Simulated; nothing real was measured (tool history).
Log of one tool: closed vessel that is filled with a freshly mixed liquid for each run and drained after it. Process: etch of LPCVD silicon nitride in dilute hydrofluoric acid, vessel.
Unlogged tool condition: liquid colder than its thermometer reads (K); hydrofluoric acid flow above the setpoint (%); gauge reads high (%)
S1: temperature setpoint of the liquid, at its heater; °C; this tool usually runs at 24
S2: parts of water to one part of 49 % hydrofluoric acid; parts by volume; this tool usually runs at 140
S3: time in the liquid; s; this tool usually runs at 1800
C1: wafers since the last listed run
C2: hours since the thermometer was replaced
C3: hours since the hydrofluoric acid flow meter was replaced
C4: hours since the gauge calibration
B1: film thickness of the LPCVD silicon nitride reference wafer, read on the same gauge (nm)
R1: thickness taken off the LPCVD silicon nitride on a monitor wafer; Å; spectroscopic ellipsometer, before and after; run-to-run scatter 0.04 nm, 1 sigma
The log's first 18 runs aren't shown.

| run | hour | S1 | S2 | S3 | C1 | C2 | C3 | C4 | B1 | R1 |
|---|---|---|---|---|---|---|---|---|---|---|
| 19 | 1137.4 | 24 | 140 | 1800 | 3292 | 619.4 | 1986.1 | 2738.7 | 99.99 | 84 |
| 20 | 1168.9 | 26.5 | 140 | 2440 | 1483 | 650.9 | 2017.6 | 2770.2 | 99.99 | 133 |
| 21 | 1198.1 | 19.5 | 140 | 950 | 1375 | 680.1 | 2046.8 | 2799.4 | 100.02 | 32.8 |
| 22 | 1224.4 | 24 | 140 | 1800 | 1238 | 706.4 | 2073.1 | 2825.7 | 100 | 83.9 |
|  | 1268.6 | gauge calibrated |
| 23 | 1283.2 | 27 | 140 | 1800 | 2769 | 765.2 | 2131.9 | 14.6 | 100.02 | 101.8 |
| 24 | 1340.4 | 19 | 140 | 1800 | 2693 | 822.4 | 2189.1 | 71.8 | 100.02 | 60.4 |
|  | 1396.9 | hydrofluoric acid flow meter replaced |
| 25 | 1555.9 | 22 | 70 | 1175 | 10102 | 1037.9 | 159 | 287.3 | 100.01 | 87.7 |
| 26 | 1623.3 | 24 | 140 | 2745 | 3174 | 1105.3 | 226.4 | 354.7 | 100 | 120 |
| 27 | 1691.3 | 24 | 140 | 1800 | 3202 | 1173.3 | 294.4 | 422.7 | 100 | 77.9 |
| 28 | 1746.8 | 25.5 | 115 | 2485 | 2613 | 1228.8 | 349.9 | 478.2 | 100 | 146 |
| 29 | 1799.9 | 25.5 | 100 | 1800 | 2500 | 1281.9 | 403 | 531.3 | 100 | 120.4 |

Estimate the outcome of run 30 from the log above:
| 30 | 1826.2 | 24 | 140 | 1800 | 1238 | 1308.2 | 429.3 | 557.6 | ? | ? |

{"run 30": {"B1": 100, "R1": 78.1}}
Were there no unlogged condition in the tool, this run, its random variation unchanged, would have produced R1 79.7 Å.

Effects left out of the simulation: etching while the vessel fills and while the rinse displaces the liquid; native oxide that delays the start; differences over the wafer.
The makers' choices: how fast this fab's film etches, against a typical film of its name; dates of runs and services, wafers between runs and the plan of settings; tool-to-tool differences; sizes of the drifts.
